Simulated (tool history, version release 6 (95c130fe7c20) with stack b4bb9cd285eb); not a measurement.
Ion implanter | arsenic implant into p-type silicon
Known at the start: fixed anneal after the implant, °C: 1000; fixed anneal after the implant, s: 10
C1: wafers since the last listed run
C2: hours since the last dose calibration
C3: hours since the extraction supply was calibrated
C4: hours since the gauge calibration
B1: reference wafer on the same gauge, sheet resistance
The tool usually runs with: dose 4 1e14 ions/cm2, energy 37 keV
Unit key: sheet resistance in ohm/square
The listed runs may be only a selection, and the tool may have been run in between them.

run 1 day=0 | dose=4 energy=43.5 | C1=0 C2=422.5 C3=2620.7 C4=1287.3 | B1=199.01 | sheet_resistance=201.73
run 2 day=2.75 | dose=4 energy=43.5 | C1=1894 C2=488.5 C3=2686.7 C4=1353.3 | B1=199.04 | sheet_resistance=202.27
-- day=4.233 Faraday cup replaced and dose calibrated
run 3 day=6.529 | dose=4 energy=37 | C1=2373 C2=55.1 C3=2777.4 C4=1444 | B1=199.14 | sheet_resistance=204.17
run 4 day=9.533 | dose=4 energy=37 | C1=2069 C2=127.2 C3=2849.5 C4=1516.1 | B1=199 | sheet_resistance=205.07
run 5 day=12.9 | dose=4 energy=37 | C1=2319 C2=208 C3=2930.3 C4=1596.9 | B1=198.94 | sheet_resistance=205.9
run 6 day=16.975 | dose=4 energy=28 | C1=2807 C2=305.8 C3=3028.1 C4=1694.7 | B1=198.92 | sheet_resistance=214.13
run 7 day=20.746 | dose=4 energy=28 | C1=2597 C2=396.3 C3=3118.6 C4=1785.2 | B1=198.97 | sheet_resistance=215.47
run 8 day=22.717 | dose=4 energy=28 | C1=1357 C2=443.6 C3=3165.9 C4=1832.5 | B1=198.92 | sheet_resistance=215.47
run 9 day=27.175 | dose=4 energy=32.5 | C1=3071 C2=550.6 C3=3272.9 C4=1939.5 | B1=198.98 | sheet_resistance=210.7
-- day=30.654 Faraday cup replaced and dose calibrated
run 10 day=30.675 | dose=3.7 energy=37 | C1=2181 C2=0.5 C3=3356.9 C4=2023.5 | B1=199.05 | sheet_resistance=215.06
run 11 day=34.596 | dose=4 energy=37 | C1=2700 C2=94.6 C3=3451 C4=2117.6 | B1=198.89 | sheet_resistance=205.3
run 12 day=37.279 | dose=4 energy=37 | C1=1848 C2=159 C3=3515.4 C4=2182 | B1=198.93 | sheet_resistance=205.69
-- day=39.042 gauge calibrated
run 13 day=40.654 | dose=4 energy=37 | C1=2324 C2=240 C3=3596.4 C4=38.7 | B1=198.99 | sheet_resistance=206.54
-- day=41.675 extraction supply calibrated
run 14 day=51.854 | dose=4 energy=37 | C1=7485 C2=508.8 C3=244.3 C4=307.5 | B1=199.06 | sheet_resistance=207.32
run 15 day=56.246 | dose=2.96 energy=25 | C1=3025 C2=614.2 C3=349.7 C4=412.9 | B1=199.06 | sheet_resistance=274.22
-- day=58.854 Faraday cup replaced and dose calibrated
run 16 day=60.238 | dose=4 energy=32.5 | C1=2520 C2=33.2 C3=445.5 C4=508.7 | B1=199.18 | sheet_resistance=208.44
run 17 day=63.146 | dose=3.26 energy=32 | C1=2003 C2=103 C3=515.3 C4=578.5 | B1=199.09 | sheet_resistance=243.83
run 18 day=65.954 | dose=3.6 energy=37 | C1=1934 C2=170.4 C3=582.7 C4=645.9 | B1=199.08 | sheet_resistance=223.35
run 19 day=68.654 | dose=4.92 energy=37 | C1=1859 C2=235.2 C3=647.5 C4=710.7 | B1=198.95 | sheet_resistance=176.73
run 20 day=71.704 | dose=4.97 energy=47 | C1=2101 C2=308.4 C3=720.7 C4=783.9 | B1=198.94 | sheet_resistance=169.72
run 21 day=75.242 | dose=4.39 energy=40.5 | C1=2436 C2=393.3 C3=805.6 C4=868.8 | B1=199.07 | sheet_resistance=190.55
run 22 day=77.65 | dose=4 energy=37 | C1=1659 C2=451.1 C3=863.4 C4=926.6 | B1=199 | sheet_resistance=207.13
run 23 day=80.767 | dose=4 energy=37 | C1=2146 C2=525.9 C3=938.2 C4=1001.4 | B1=198.84 | sheet_resistance=207.25
-- day=83.829 Faraday cup replaced and dose calibrated
run 24 day=84.546 | dose=3.48 energy=30 | C1=2373 C2=17.2 C3=1028.9 C4=1092.1 | B1=199.06 | sheet_resistance=232.45
run 25 day=86.621 | dose=4 energy=37 | C1=1429 C2=67 C3=1078.7 C4=1141.9 | B1=198.85 | sheet_resistance=203.81
run 26 day=89.617 | dose=4.96 energy=24 | C1=2063 C2=138.9 C3=1150.6 C4=1213.8 | B1=199 | sheet_resistance=186.56

How the hidden state differs across the entries between the runs, from the last listed run before each to the first after it:
Logged between run 2 and run 3: Faraday cup replaced and dose calibrated (day 4.233)
  deviation of the true dose from the Faraday cup's reading, %: -2.62 -> -0.567
  measured minus no-state result, sheet resistance: +3.96 -> +0.86 ohm/square
Logged between run 9 and run 10: Faraday cup replaced and dose calibrated (day 30.654)
  deviation of the true dose from the Faraday cup's reading, %: -2.57 -> -0.055
  measured minus no-state result, sheet resistance: +4.03 -> +0.08 ohm/square
Logged between run 12 and run 13: gauge calibrated (day 39.042)
  deviation of the true dose from the Faraday cup's reading, %: -1.61 -> -2.04
  measured minus no-state result, sheet resistance: +2.47 -> +3.14 ohm/square
Logged between run 13 and run 14: extraction supply calibrated (day 41.675)
  deviation of the true dose from the Faraday cup's reading, %: -2.04 -> -2.69
  measured minus no-state result, sheet resistance: +3.14 -> +4.16 ohm/square
Logged between run 15 and run 16: Faraday cup replaced and dose calibrated (day 58.854)
  deviation of the true dose from the Faraday cup's reading, %: -2.78 -> -0.687
  measured minus no-state result, sheet resistance: +5.68 -> +1.07 ohm/square
Logged between run 23 and run 24: Faraday cup replaced and dose calibrated (day 83.829)
  deviation of the true dose from the Faraday cup's reading, %: -2.91 -> -0.0285
  measured minus no-state result, sheet resistance: +4.51 -> +0.05 ohm/square
